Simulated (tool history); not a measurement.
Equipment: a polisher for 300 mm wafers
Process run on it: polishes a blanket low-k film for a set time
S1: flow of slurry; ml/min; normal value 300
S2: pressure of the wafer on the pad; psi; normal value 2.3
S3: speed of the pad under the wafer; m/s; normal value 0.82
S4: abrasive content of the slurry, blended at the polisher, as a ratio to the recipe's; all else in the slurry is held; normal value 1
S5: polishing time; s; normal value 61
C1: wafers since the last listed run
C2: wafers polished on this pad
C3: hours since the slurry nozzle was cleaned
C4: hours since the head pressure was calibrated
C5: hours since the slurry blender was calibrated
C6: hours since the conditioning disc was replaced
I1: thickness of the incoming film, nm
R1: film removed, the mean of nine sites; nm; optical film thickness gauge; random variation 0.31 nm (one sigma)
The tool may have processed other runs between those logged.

run 1 hour=0 | S1=300 S2=2.8 S3=0.92 S4=1 S5=61 | C1=0 C2=219 C3=649.8 C4=935.9 C5=214.9 C6=71 | I1=324.1 | R1=24.8
run 2 hour=8.4 | S1=300 S2=2.8 S3=0.92 S4=1 S5=61 | C1=111 C2=330 C3=658.2 C4=944.3 C5=223.3 C6=79.4 | I1=325.5 | R1=25
run 3 hour=16.1 | S1=300 S2=2.8 S3=0.92 S4=1 S5=61 | C1=101 C2=432 C3=665.9 C4=952 C5=231 C6=87.1 | I1=326.5 | R1=24.3
-- hour=20.7 worn pad replaced by a new one
run 4 hour=34.1 | S1=300 S2=2.3 S3=0.82 S4=1.2 S5=61 | C1=185 C2=177 C3=683.9 C4=970 C5=249 C6=105.1 | I1=331.3 | R1=21.5
run 5 hour=42.1 | S1=300 S2=2.3 S3=0.82 S4=1.2 S5=61 | C1=105 C2=283 C3=691.9 C4=978 C5=257 C6=113.1 | I1=327.1 | R1=20.5
run 6 hour=59.9 | S1=300 S2=1.9 S3=0.82 S4=1 S5=61 | C1=235 C2=518 C3=709.7 C4=995.8 C5=274.8 C6=130.9 | I1=330.5 | R1=16.1
-- hour=65.5 worn pad replaced by a new one
run 7 hour=68.3 | S1=300 S2=2.3 S3=0.82 S4=1 S5=61 | C1=58 C2=36 C3=718.1 C4=1004.2 C5=283.2 C6=139.3 | I1=328.1 | R1=21.2
-- hour=89.8 head pressure recalibrated
run 8 hour=94.2 | S1=220 S2=2.3 S3=0.82 S4=1 S5=61 | C1=316 C2=353 C3=744 C4=4.4 C5=309.1 C6=165.2 | I1=330 | R1=18.5
-- hour=105.2 worn pad replaced by a new one
-- hour=108.1 conditioning disc replaced and pad reconditioned
run 9 hour=111.1 | S1=300 S2=2.3 S3=0.82 S4=1 S5=61 | C1=144 C2=52 C3=760.9 C4=21.3 C5=326 C6=3 | I1=327.9 | R1=20.6
run 10 hour=119.5 | S1=355 S2=2.3 S3=0.82 S4=0.9 S5=61 | C1=111 C2=163 C3=769.3 C4=29.7 C5=334.4 C6=11.4 | I1=327.5 | R1=19.6
-- hour=131.3 slurry blender recalibrated
run 11 hour=131.8 | S1=300 S2=2.3 S3=0.74 S4=1 S5=61 | C1=136 C2=299 C3=781.6 C4=42 C5=0.5 C6=23.7 | I1=337.3 | R1=19.9
-- hour=136.4 slurry nozzle cleaned
run 12 hour=140 | S1=230 S2=2.9 S3=1 S4=1 S5=54 | C1=95 C2=394 C3=3.6 C4=50.2 C5=8.7 C6=31.9 | I1=328.1 | R1=25.9
-- hour=147.9 worn pad replaced by a new one
run 13 hour=150.3 | S1=245 S2=2.6 S3=0.62 S4=1 S5=52 | C1=83 C2=31 C3=13.9 C4=60.5 C5=19 C6=42.2 | I1=336.4 | R1=17.5
run 14 hour=166.3 | S1=300 S2=2.3 S3=0.82 S4=1.25 S5=61 | C1=211 C2=242 C3=29.9 C4=76.5 C5=35 C6=58.2 | I1=330.3 | R1=23.1
run 15 hour=181.9 | S1=300 S2=2.3 S3=0.82 S4=1 S5=61 | C1=206 C2=449 C3=45.5 C4=92.1 C5=50.6 C6=73.8 | I1=334.1 | R1=20.8

What was the tool's hidden state at every run in the log?
slurry flow missing at the pad, %: 0 across all the runs
deviation of the head's pressure from its setpoint, %: 0 across all the runs
time polished since the conditioner stopped cutting, s: 0 across all the runs
H1: removal rate lost through wear of the pad, %
H2: abrasive missing from the slurry, %
run=1 H1=8.68 H2=31.6
run=2 H1=10.4 H2=32
run=3 H1=11.2 H2=32.3
run=4 H1=8.02 H2=33.1
run=5 H1=10 H2=33.4
run=6 H1=12 H2=34
run=7 H1=2.89 H2=34.2
run=8 H1=11.2 H2=34.9
run=9 H1=4.31 H2=35.2
run=10 H1=7.86 H2=35.4
run=11 H1=10.4 H2=1.1
run=12 H1=11.2 H2=3.55
run=13 H1=2.23 H2=6.4
run=14 H1=9.14 H2=10.4
run=15 H1=11.4 H2=13.7
